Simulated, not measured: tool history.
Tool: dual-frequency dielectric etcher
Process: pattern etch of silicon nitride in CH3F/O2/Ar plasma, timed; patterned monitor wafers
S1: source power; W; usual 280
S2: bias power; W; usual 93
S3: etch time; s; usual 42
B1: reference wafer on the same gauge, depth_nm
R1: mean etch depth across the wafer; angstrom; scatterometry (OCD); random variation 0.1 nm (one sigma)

{"run": 1, "hour": 0.0, "S1": 280, "S2": 93, "S3": 42, "B1": 27.89, "R1": 297.5}
{"run": 2, "hour": 25.9, "S1": 240, "S2": 93, "S3": 51, "B1": 27.9, "R1": 340.4}
{"run": 3, "hour": 59.9, "S1": 240, "S2": 93, "S3": 51, "B1": 27.91, "R1": 342}
{"run": 4, "hour": 84.2, "S1": 240, "S2": 93, "S3": 51, "B1": 27.89, "R1": 340.3}
{"run": 5, "hour": 111.2, "S1": 280, "S2": 93, "S3": 42, "B1": 27.89, "R1": 300.1}
{"run": 6, "hour": 145.4, "S1": 280, "S2": 93, "S3": 39.5, "B1": 27.92, "R1": 283.7}
{"run": 7, "hour": 172.0, "S1": 280, "S2": 93, "S3": 39.5, "B1": 27.87, "R1": 283.1}
{"run": 8, "hour": 190.9, "S1": 280, "S2": 93, "S3": 39.5, "B1": 27.89, "R1": 283.8}
{"hour": 197.1, "done": "source power generator calibrated"}
{"run": 9, "hour": 218.7, "S1": 280, "S2": 93, "S3": 42, "B1": 27.87, "R1": 303.6}
{"run": 10, "hour": 247.5, "S1": 280, "S2": 86, "S3": 42, "B1": 27.91, "R1": 295.1}
{"run": 11, "hour": 282.7, "S1": 280, "S2": 86, "S3": 46, "B1": 27.9, "R1": 323.5}
{"hour": 306.7, "done": "gauge calibrated"}
{"hour": 323.2, "done": "upper electrode replaced"}
{"run": 12, "hour": 323.7, "S1": 240, "S2": 93, "S3": 51, "B1": 27.9, "R1": 346.3}
{"run": 13, "hour": 331.6, "S1": 250, "S2": 110, "S3": 42, "B1": 27.88, "R1": 309.6}
{"hour": 374.5, "done": "wet clean of the chamber"}
{"run": 14, "hour": 375.0, "S1": 260, "S2": 86, "S3": 31.5, "B1": 27.88, "R1": 208.1}
{"run": 15, "hour": 381.7, "S1": 240, "S2": 76, "S3": 51, "B1": 27.9, "R1": 312}
{"run": 16, "hour": 395.0, "S1": 240, "S2": 93, "S3": 48.5, "B1": 27.91, "R1": 319.4}
{"run": 17, "hour": 414.4, "S1": 340, "S2": 86, "S3": 53, "B1": 27.89, "R1": 390.4}
{"run": 18, "hour": 433.1, "S1": 340, "S2": 115, "S3": 54, "B1": 27.88, "R1": 443.5}
{"run": 19, "hour": 452.4, "S1": 340, "S2": 93, "S3": 42, "B1": 27.89, "R1": 319.4}
{"run": 20, "hour": 470.4, "S1": 210, "S2": 84, "S3": 37, "B1": 27.91, "R1": 222.7}
{"hour": 484.6, "done": "bias power generator calibrated"}
{"run": 21, "hour": 527.0, "S1": 280, "S2": 93, "S3": 42, "B1": 27.89, "R1": 298}
{"run": 22, "hour": 548.0, "S1": 310, "S2": 102, "S3": 31.5, "B1": 27.89, "R1": 241}
{"run": 23, "hour": 582.6, "S1": 240, "S2": 114, "S3": 42, "B1": 27.88, "R1": 300.5}
{"run": 24, "hour": 603.0, "S1": 280, "S2": 93, "S3": 42, "B1": 27.89, "R1": 299.7}
{"run": 25, "hour": 619.9, "S1": 280, "S2": 93, "S3": 52.5, "B1": 27.9, "R1": 370.8}
{"run": 26, "hour": 634.8, "S1": 340, "S2": 77, "S3": 42, "B1": 27.88, "R1": 301.9}
{"run": 27, "hour": 655.2, "S1": 280, "S2": 93, "S3": 42, "B1": 27.91, "R1": 299.2}
{"run": 28, "hour": 682.5, "S1": 280, "S2": 112, "S3": 50.5, "B1": 27.88, "R1": 384.4}
{"run": 29, "hour": 702.9, "S1": 280, "S2": 79, "S3": 42, "B1": 27.92, "R1": 284.6}
{"run": 30, "hour": 728.2, "S1": 280, "S2": 112, "S3": 42, "B1": 27.89, "R1": 322.9}
{"run": 31, "hour": 749.4, "S1": 280, "S2": 79, "S3": 42, "B1": 27.9, "R1": 286.2}

What the log doesn't show, run by run:
source power that arrives over what is set, %: 0 in every run
bias power that arrives over what is set, %: 0 in every run
gauge reads high (%): 0 in every run
H1: etch rate over this chamber's usual, %
run=1 H1=1.84
run=2 H1=2
run=3 H1=2.22
run=4 H1=2.38
run=5 H1=2.56
run=6 H1=2.78
run=7 H1=2.95
run=8 H1=3.07
run=9 H1=3.25
run=10 H1=3.44
run=11 H1=3.67
run=12 H1=3.94
run=13 H1=3.99
run=14 H1=0.49
run=15 H1=0.534
run=16 H1=0.62
run=17 H1=0.746
run=18 H1=0.867
run=19 H1=0.992
run=20 H1=1.11
run=21 H1=1.48
run=22 H1=1.61
run=23 H1=1.84
run=24 H1=1.97
run=25 H1=2.08
run=26 H1=2.18
run=27 H1=2.31
run=28 H1=2.48
run=29 H1=2.62
run=30 H1=2.78
run=31 H1=2.92

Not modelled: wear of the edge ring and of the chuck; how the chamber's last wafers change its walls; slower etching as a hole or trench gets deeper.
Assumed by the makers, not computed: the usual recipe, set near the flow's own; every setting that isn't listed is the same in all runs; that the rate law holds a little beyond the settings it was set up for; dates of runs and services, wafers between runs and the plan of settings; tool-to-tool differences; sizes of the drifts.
